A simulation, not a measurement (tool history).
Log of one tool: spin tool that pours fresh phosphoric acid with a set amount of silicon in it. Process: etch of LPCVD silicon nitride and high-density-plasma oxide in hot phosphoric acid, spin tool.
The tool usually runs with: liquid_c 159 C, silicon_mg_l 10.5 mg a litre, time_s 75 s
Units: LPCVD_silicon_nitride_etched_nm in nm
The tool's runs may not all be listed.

| run | hour | liquid_c | silicon_mg_l | time_s | read-back film thickness of the LPCVD silicon nitride reference wafer, read on the same gauge (nm) | LPCVD_silicon_nitride_etched_nm |
|---|---|---|---|---|---|---|
| 1 | 0 | 159 | 3.5 | 110 | 49.97 | 7.3 |
| 2 | 25.3 | 161.5 | 17.5 | 40 | 50.01 | 2.84 |
| 3 | 87.2 | 157.5 | 10.5 | 35 | 50.01 | 2.14 |
| 4 | 158.3 | 161 | 10.5 | 75 | 50.01 | 5.17 |
| 5 | 210.5 | 160 | 16.5 | 45 | 50 | 3.02 |
| 6 | 241 | 157.5 | 17 | 95 | 50 | 5.81 |
| 7 | 284.1 | 162 | 5 | 115 | 49.99 | 8.36 |
| 8 | 333.9 | 159 | 10.5 | 40 | 49.99 | 2.58 |
| 9 | 387.1 | 159 | 7 | 120 | 49.98 | 7.62 |
|  | 398.3 | thermometer replaced |
|  | 428.6 | heated supply line repaired |
| 10 | 453.6 | 160.5 | 16.5 | 60 | 50 | 4.44 |
| 11 | 477.8 | 159 | 10.5 | 75 | 50.02 | 5.21 |
| 12 | 543.1 | 159 | 17 | 110 | 49.98 | 7.75 |
| 13 | 599.6 | 160.5 | 13 | 75 | 50.01 | 5.55 |
| 14 | 658.4 | 156.5 | 8 | 115 | 50 | 7.4 |

What will run 15 give?
| 15 | 683.2 | 159 | 10.5 | 75 | ? | ? |

read-back film thickness of the LPCVD silicon nitride reference wafer, read on the same gauge (nm): 50.01
LPCVD_silicon_nitride_etched_nm: 5.16 nm
Without the tool's hidden state the same run would have given LPCVD_silicon_nitride_etched_nm 5.22 nm.

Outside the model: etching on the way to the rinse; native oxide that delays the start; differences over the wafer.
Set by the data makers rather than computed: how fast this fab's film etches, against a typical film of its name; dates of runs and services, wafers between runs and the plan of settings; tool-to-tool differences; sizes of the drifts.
